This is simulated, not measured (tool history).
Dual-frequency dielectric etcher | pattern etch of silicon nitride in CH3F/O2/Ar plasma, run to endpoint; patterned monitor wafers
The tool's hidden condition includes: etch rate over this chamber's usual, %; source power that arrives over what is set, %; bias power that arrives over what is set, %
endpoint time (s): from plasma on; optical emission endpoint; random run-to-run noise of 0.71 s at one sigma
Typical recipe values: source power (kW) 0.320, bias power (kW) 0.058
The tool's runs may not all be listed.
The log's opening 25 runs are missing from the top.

run    hour  source power (kW)  bias power (kW)  wafers since the last listed run  hours since the last wet clean  hours since the last source power generator calibration  hours since the last bias power generator calibration  hours since the last upper electrode change  incoming incoming film thickness, nm  endpoint time (s)
 26  1540.5              0.320            0.065                               490                           354.9                                                   1117.4                                                 1116.9                                        753.7                                 46.16               77.7
 27  1567.3              0.360            0.049                               186                           381.7                                                   1144.2                                                 1143.7                                        780.5                                 46.03               82.6
 28  1605.2              0.270            0.066                               263                           419.6                                                   1182.1                                                 1181.6                                        818.4                                 45.89               78.4
 29  1665.0              0.320            0.058                               416                           479.4                                                   1241.9                                                 1241.4                                        878.2                                 45.69               79.2
 30  1709.1              0.260            0.064                               306                           523.5                                                   1286.0                                                 1285.5                                        922.3                                 45.88               79.7
     1734.7  -- wet clean of the chamber
 31  1769.5              0.320            0.051                               253                            34.8                                                   1346.4                                                 1345.9                                        982.7                                 45.98               84.0
 32  1819.3              0.380            0.050                               346                            84.6                                                   1396.2                                                 1395.7                                       1032.5                                 45.42               79.4
 33  1874.7              0.280            0.050                               385                           140.0                                                   1451.6                                                 1451.1                                       1087.9                                 45.88               86.3
 34  1909.1              0.340            0.045                               239                           174.4                                                   1486.0                                                 1485.5                                       1122.3                                 45.95               87.6
 35  1978.8              0.320            0.058                               485                           244.1                                                   1555.7                                                 1555.2                                       1192.0                                 45.80               79.3
 36  2109.3              0.320            0.058                               908                           374.6                                                   1686.2                                                 1685.7                                       1322.5                                 45.54               79.3

Forecast each of these 3 alternatives for the next run:
  A  2109.7              0.350            0.058                                 2                           375.0                                                   1686.6                                                 1686.1                                       1322.9                                 45.63                  ?
  B  2109.7              0.350            0.049                                 2                           375.0                                                   1686.6                                                 1686.1                                       1322.9                                 45.63                  ?
  C  2109.7              0.250            0.070                                 2                           375.0                                                   1686.6                                                 1686.1                                       1322.9                                 45.63                  ?

run  endpoint time (s)
  A               78.2
  B               83.1
  C               78.1
With no hidden state in the tool, these same runs would have given:
run  endpoint time (s)
  A               78.2
  B               83.1
  C               78.1
